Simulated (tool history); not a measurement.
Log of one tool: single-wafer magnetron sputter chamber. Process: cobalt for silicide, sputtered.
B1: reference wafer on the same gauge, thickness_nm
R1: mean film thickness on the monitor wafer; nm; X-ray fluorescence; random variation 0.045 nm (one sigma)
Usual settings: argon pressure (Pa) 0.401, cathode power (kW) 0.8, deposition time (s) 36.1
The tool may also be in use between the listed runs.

{"run": 1, "day": 0.0, "argon pressure (Pa)": 0.401, "cathode power (kW)": 0.8, "deposition time (s)": 36.1, "B1": 11.794, "R1": 13.761}
{"run": 2, "day": 0.742, "argon pressure (Pa)": 0.401, "cathode power (kW)": 0.8, "deposition time (s)": 36.1, "B1": 11.794, "R1": 13.658}
{"run": 3, "day": 1.446, "argon pressure (Pa)": 0.401, "cathode power (kW)": 0.8, "deposition time (s)": 36.1, "B1": 11.793, "R1": 13.713}
{"run": 4, "day": 1.717, "argon pressure (Pa)": 0.453, "cathode power (kW)": 0.8, "deposition time (s)": 36.1, "B1": 11.797, "R1": 13.47}
{"run": 5, "day": 2.796, "argon pressure (Pa)": 0.453, "cathode power (kW)": 0.8, "deposition time (s)": 36.1, "B1": 11.795, "R1": 13.864}
{"run": 6, "day": 2.808, "argon pressure (Pa)": 0.401, "cathode power (kW)": 0.8, "deposition time (s)": 36.1, "B1": 11.794, "R1": 14.023}
{"run": 7, "day": 3.008, "argon pressure (Pa)": 0.327, "cathode power (kW)": 0.8, "deposition time (s)": 36.1, "B1": 11.794, "R1": 14.372}
{"run": 8, "day": 3.733, "argon pressure (Pa)": 0.401, "cathode power (kW)": 0.8, "deposition time (s)": 36.1, "B1": 11.807, "R1": 14.073}
{"run": 9, "day": 4.088, "argon pressure (Pa)": 0.401, "cathode power (kW)": 0.8, "deposition time (s)": 36.1, "B1": 11.798, "R1": 13.952}
{"run": 10, "day": 4.458, "argon pressure (Pa)": 0.494, "cathode power (kW)": 0.8, "deposition time (s)": 36.1, "B1": 11.798, "R1": 13.68}
{"run": 11, "day": 4.721, "argon pressure (Pa)": 0.494, "cathode power (kW)": 0.8, "deposition time (s)": 36.1, "B1": 11.806, "R1": 13.73}
{"run": 12, "day": 5.008, "argon pressure (Pa)": 0.401, "cathode power (kW)": 0.8, "deposition time (s)": 36.1, "B1": 11.804, "R1": 13.962}
{"run": 13, "day": 5.479, "argon pressure (Pa)": 0.401, "cathode power (kW)": 0.8, "deposition time (s)": 36.1, "B1": 11.802, "R1": 14.047}
{"run": 14, "day": 5.792, "argon pressure (Pa)": 0.401, "cathode power (kW)": 0.8, "deposition time (s)": 36.1, "B1": 11.799, "R1": 13.972}
{"run": 15, "day": 6.112, "argon pressure (Pa)": 0.401, "cathode power (kW)": 0.8, "deposition time (s)": 36.1, "B1": 11.805, "R1": 14.027}
{"run": 16, "day": 6.796, "argon pressure (Pa)": 0.401, "cathode power (kW)": 0.8, "deposition time (s)": 32.5, "B1": 11.808, "R1": 12.598}
{"run": 17, "day": 7.154, "argon pressure (Pa)": 0.401, "cathode power (kW)": 0.9, "deposition time (s)": 36.1, "B1": 11.802, "R1": 15.764}
{"run": 18, "day": 7.646, "argon pressure (Pa)": 0.304, "cathode power (kW)": 0.8, "deposition time (s)": 36.1, "B1": 11.794, "R1": 14.39}
{"run": 19, "day": 7.979, "argon pressure (Pa)": 0.337, "cathode power (kW)": 0.8, "deposition time (s)": 38.6, "B1": 11.802, "R1": 15.178}
{"run": 20, "day": 8.567, "argon pressure (Pa)": 0.532, "cathode power (kW)": 0.8, "deposition time (s)": 36.1, "B1": 11.794, "R1": 13.48}
{"run": 21, "day": 9.033, "argon pressure (Pa)": 0.453, "cathode power (kW)": 0.8, "deposition time (s)": 36.1, "B1": 11.802, "R1": 13.826}
{"run": 22, "day": 9.329, "argon pressure (Pa)": 0.401, "cathode power (kW)": 0.95, "deposition time (s)": 32.3, "B1": 11.798, "R1": 14.826}
{"run": 23, "day": 9.992, "argon pressure (Pa)": 0.263, "cathode power (kW)": 0.8, "deposition time (s)": 40.9, "B1": 11.798, "R1": 16.359}
{"run": 24, "day": 10.692, "argon pressure (Pa)": 0.401, "cathode power (kW)": 0.6, "deposition time (s)": 34, "B1": 11.808, "R1": 9.928}
{"run": 25, "day": 11.317, "argon pressure (Pa)": 0.401, "cathode power (kW)": 0.8, "deposition time (s)": 36.1, "B1": 11.809, "R1": 13.917}
{"run": 26, "day": 11.779, "argon pressure (Pa)": 0.401, "cathode power (kW)": 0.6, "deposition time (s)": 29.5, "B1": 11.798, "R1": 8.568}
{"run": 27, "day": 12.225, "argon pressure (Pa)": 0.401, "cathode power (kW)": 0.8, "deposition time (s)": 36.1, "B1": 11.797, "R1": 13.867}
{"run": 28, "day": 12.629, "argon pressure (Pa)": 0.401, "cathode power (kW)": 0.8, "deposition time (s)": 36.1, "B1": 11.796, "R1": 13.922}
{"run": 29, "day": 13.296, "argon pressure (Pa)": 0.444, "cathode power (kW)": 0.95, "deposition time (s)": 36.1, "B1": 11.799, "R1": 16.249}
{"run": 30, "day": 13.696, "argon pressure (Pa)": 0.401, "cathode power (kW)": 0.8, "deposition time (s)": 36.1, "B1": 11.8, "R1": 13.867}
{"run": 31, "day": 14.246, "argon pressure (Pa)": 0.326, "cathode power (kW)": 0.95, "deposition time (s)": 36.1, "B1": 11.804, "R1": 16.797}
{"run": 32, "day": 14.912, "argon pressure (Pa)": 0.401, "cathode power (kW)": 0.75, "deposition time (s)": 36.1, "B1": 11.798, "R1": 12.94}
{"run": 33, "day": 15.504, "argon pressure (Pa)": 0.458, "cathode power (kW)": 0.8, "deposition time (s)": 41.8, "B1": 11.8, "R1": 15.829}
{"run": 34, "day": 16.171, "argon pressure (Pa)": 0.401, "cathode power (kW)": 0.8, "deposition time (s)": 36.1, "B1": 11.799, "R1": 13.843}
{"run": 35, "day": 16.646, "argon pressure (Pa)": 0.401, "cathode power (kW)": 1, "deposition time (s)": 30.4, "B1": 11.801, "R1": 14.504}

Taken out of this log: 4 entries between the listed runs. Where each belongs, and how the hidden state differs across it:
Between runs 4 and 5: magnet pack replaced (day 2.446); sputter target and shields replaced (day 2.775)
  deposition rate above that of a new target (%): -2.72 -> -0.061
  measured less the result without the state, R1: -0.378 -> -0.008 nm
Between runs 12 and 13: capacitance manometer re-zeroed and calibrated (day 5.458)
  deposition rate above that of a new target (%): -0.107 -> -0.128
  measured less the result without the state, R1: -0.015 -> -0.018 nm
Between runs 23 and 24: gauge calibrated (day 10.612)
  deposition rate above that of a new target (%): -0.539 -> -0.636
  measured less the result without the state, R1: -0.089 -> -0.063 nm
